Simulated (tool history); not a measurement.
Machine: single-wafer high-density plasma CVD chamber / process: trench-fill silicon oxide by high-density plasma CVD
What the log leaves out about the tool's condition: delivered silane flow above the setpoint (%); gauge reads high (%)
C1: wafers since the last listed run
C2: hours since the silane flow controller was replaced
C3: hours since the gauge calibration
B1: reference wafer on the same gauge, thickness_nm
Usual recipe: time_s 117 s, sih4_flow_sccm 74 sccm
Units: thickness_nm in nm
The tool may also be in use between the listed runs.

run 1 hour=0.0 | time_s=129 sih4_flow_sccm=74 | C1=0 C2=3921.6 C3=272.2 | B1=875.801 | thickness_nm=910.482
run 2 hour=15.9 | time_s=129 sih4_flow_sccm=74 | C1=181 C2=3937.5 C3=288.1 | B1=876.136 | thickness_nm=911.540
run 3 hour=32.5 | time_s=117 sih4_flow_sccm=85 | C1=189 C2=3954.1 C3=304.7 | B1=875.757 | thickness_nm=946.880
run 4 hour=41.5 | time_s=117 sih4_flow_sccm=85 | C1=102 C2=3963.1 C3=313.7 | B1=875.937 | thickness_nm=948.469
run 5 hour=56.1 | time_s=117 sih4_flow_sccm=85 | C1=166 C2=3977.7 C3=328.3 | B1=875.778 | thickness_nm=946.278
run 6 hour=63.8 | time_s=117 sih4_flow_sccm=74 | C1=87 C2=3985.4 C3=336.0 | B1=875.852 | thickness_nm=825.906
run 7 hour=73.3 | time_s=117 sih4_flow_sccm=74 | C1=108 C2=3994.9 C3=345.5 | B1=876.305 | thickness_nm=827.098
run 8 hour=83.0 | time_s=117 sih4_flow_sccm=74 | C1=110 C2=4004.6 C3=355.2 | B1=876.330 | thickness_nm=825.672
run 9 hour=94.4 | time_s=117 sih4_flow_sccm=74 | C1=129 C2=4016.0 C3=366.6 | B1=876.211 | thickness_nm=824.952
run 10 hour=101.5 | time_s=106 sih4_flow_sccm=74 | C1=80 C2=4023.1 C3=373.7 | B1=876.017 | thickness_nm=745.278
run 11 hour=127.2 | time_s=106 sih4_flow_sccm=74 | C1=292 C2=4048.8 C3=399.4 | B1=876.221 | thickness_nm=746.304
run 12 hour=141.5 | time_s=117 sih4_flow_sccm=74 | C1=162 C2=4063.1 C3=413.7 | B1=876.089 | thickness_nm=825.874
run 13 hour=159.3 | time_s=117 sih4_flow_sccm=74 | C1=202 C2=4080.9 C3=431.5 | B1=875.716 | thickness_nm=824.366
run 14 hour=172.5 | time_s=117 sih4_flow_sccm=74 | C1=150 C2=4094.1 C3=444.7 | B1=875.728 | thickness_nm=824.910
run 15 hour=184.7 | time_s=111 sih4_flow_sccm=78 | C1=139 C2=4106.3 C3=456.9 | B1=875.811 | thickness_nm=826.779
run 16 hour=202.3 | time_s=111 sih4_flow_sccm=78 | C1=200 C2=4123.9 C3=474.5 | B1=876.164 | thickness_nm=823.340
run 17 hour=217.4 | time_s=117 sih4_flow_sccm=74 | C1=172 C2=4139.0 C3=489.6 | B1=876.158 | thickness_nm=823.852
run 18 hour=265.9 | time_s=117 sih4_flow_sccm=74 | C1=552 C2=4187.5 C3=538.1 | B1=876.259 | thickness_nm=823.181
run 19 hour=275.7 | time_s=117 sih4_flow_sccm=74 | C1=111 C2=4197.3 C3=547.9 | B1=876.094 | thickness_nm=822.079
run 20 hour=320.8 | time_s=104 sih4_flow_sccm=74 | C1=513 C2=4242.4 C3=593.0 | B1=876.026 | thickness_nm=731.198
run 21 hour=334.1 | time_s=117 sih4_flow_sccm=74 | C1=151 C2=4255.7 C3=606.3 | B1=876.056 | thickness_nm=821.413
run 22 hour=344.4 | time_s=117 sih4_flow_sccm=74 | C1=117 C2=4266.0 C3=616.6 | B1=875.710 | thickness_nm=824.054
run 23 hour=353.9 | time_s=117 sih4_flow_sccm=66 | C1=108 C2=4275.5 C3=626.1 | B1=875.794 | thickness_nm=737.123
run 24 hour=368.2 | time_s=134 sih4_flow_sccm=61 | C1=162 C2=4289.8 C3=640.4 | B1=875.788 | thickness_nm=776.940
run 25 hour=382.1 | time_s=109 sih4_flow_sccm=87 | C1=158 C2=4303.7 C3=654.3 | B1=876.204 | thickness_nm=902.969
run 26 hour=392.4 | time_s=117 sih4_flow_sccm=69 | C1=117 C2=4314.0 C3=664.6 | B1=875.941 | thickness_nm=768.230
run 27 hour=408.8 | time_s=127 sih4_flow_sccm=74 | C1=186 C2=4330.4 C3=681.0 | B1=876.236 | thickness_nm=895.132
run 28 hour=424.3 | time_s=117 sih4_flow_sccm=74 | C1=176 C2=4345.9 C3=696.5 | B1=875.731 | thickness_nm=822.911
run 29 hour=430.8 | time_s=131 sih4_flow_sccm=60 | C1=74 C2=4352.4 C3=703.0 | B1=876.089 | thickness_nm=748.371
run 30 hour=444.8 | time_s=134 sih4_flow_sccm=63 | C1=159 C2=4366.4 C3=717.0 | B1=876.173 | thickness_nm=805.559
-- hour=451.0 gauge calibrated
run 31 hour=457.2 | time_s=110 sih4_flow_sccm=80 | C1=141 C2=4378.8 C3=6.2 | B1=876.105 | thickness_nm=835.971
run 32 hour=463.5 | time_s=126 sih4_flow_sccm=80 | C1=71 C2=4385.1 C3=12.5 | B1=876.290 | thickness_nm=959.451
run 33 hour=470.6 | time_s=106 sih4_flow_sccm=74 | C1=80 C2=4392.2 C3=19.6 | B1=875.851 | thickness_nm=747.623
run 34 hour=481.9 | time_s=106 sih4_flow_sccm=79 | C1=128 C2=4403.5 C3=30.9 | B1=875.762 | thickness_nm=795.731
-- hour=495.5 silane flow controller replaced
run 35 hour=496.0 | time_s=117 sih4_flow_sccm=74 | C1=69 C2=0.5 C3=45.0 | B1=875.506 | thickness_nm=875.885
run 36 hour=507.8 | time_s=117 sih4_flow_sccm=68 | C1=134 C2=12.3 C3=56.8 | B1=876.086 | thickness_nm=805.593
run 37 hour=525.7 | time_s=117 sih4_flow_sccm=74 | C1=204 C2=30.2 C3=74.7 | B1=876.438 | thickness_nm=875.091
run 38 hour=540.0 | time_s=98 sih4_flow_sccm=74 | C1=162 C2=44.5 C3=89.0 | B1=876.441 | thickness_nm=733.595
run 39 hour=555.2 | time_s=127 sih4_flow_sccm=68 | C1=173 C2=59.7 C3=104.2 | B1=875.725 | thickness_nm=873.226
run 40 hour=569.9 | time_s=117 sih4_flow_sccm=74 | C1=167 C2=74.4 C3=118.9 | B1=875.685 | thickness_nm=870.037
run 41 hour=582.2 | time_s=103 sih4_flow_sccm=64 | C1=140 C2=86.7 C3=131.2 | B1=875.948 | thickness_nm=665.948
run 42 hour=599.7 | time_s=96 sih4_flow_sccm=84 | C1=199 C2=104.2 C3=148.7 | B1=876.012 | thickness_nm=809.604
run 43 hour=612.5 | time_s=94 sih4_flow_sccm=63 | C1=145 C2=117.0 C3=161.5 | B1=875.609 | thickness_nm=597.187
run 44 hour=625.5 | time_s=117 sih4_flow_sccm=74 | C1=148 C2=130.0 C3=174.5 | B1=875.729 | thickness_nm=871.402
run 45 hour=632.3 | time_s=107 sih4_flow_sccm=60 | C1=77 C2=136.8 C3=181.3 | B1=876.408 | thickness_nm=646.387

Here are 5 independent what-if runs from the current tool condition. What would each one return?
run A hour=632.7 | time_s=133 sih4_flow_sccm=74 | C1=4 C2=137.2 C3=181.7 | B1=? | thickness_nm=?
run B hour=632.7 | time_s=140 sih4_flow_sccm=63 | C1=4 C2=137.2 C3=181.7 | B1=? | thickness_nm=?
run C hour=632.7 | time_s=117 sih4_flow_sccm=67 | C1=4 C2=137.2 C3=181.7 | B1=? | thickness_nm=?
run D hour=632.7 | time_s=127 sih4_flow_sccm=60 | C1=4 C2=137.2 C3=181.7 | B1=? | thickness_nm=?
run E hour=632.7 | time_s=106 sih4_flow_sccm=63 | C1=4 C2=137.2 C3=181.7 | B1=? | thickness_nm=?

run=A B1=876.114 thickness_nm=989.685
run=B B1=876.114 thickness_nm=886.916
run=C B1=876.114 thickness_nm=788.269
run=D B1=876.114 thickness_nm=766.247
run=E B1=876.114 thickness_nm=671.522
Stripped of hidden state, with their random variation kept, the same runs would have yielded:
run=A thickness_nm=985.222
run=B thickness_nm=882.916
run=C thickness_nm=784.714
run=D thickness_nm=762.792
run=E thickness_nm=668.494

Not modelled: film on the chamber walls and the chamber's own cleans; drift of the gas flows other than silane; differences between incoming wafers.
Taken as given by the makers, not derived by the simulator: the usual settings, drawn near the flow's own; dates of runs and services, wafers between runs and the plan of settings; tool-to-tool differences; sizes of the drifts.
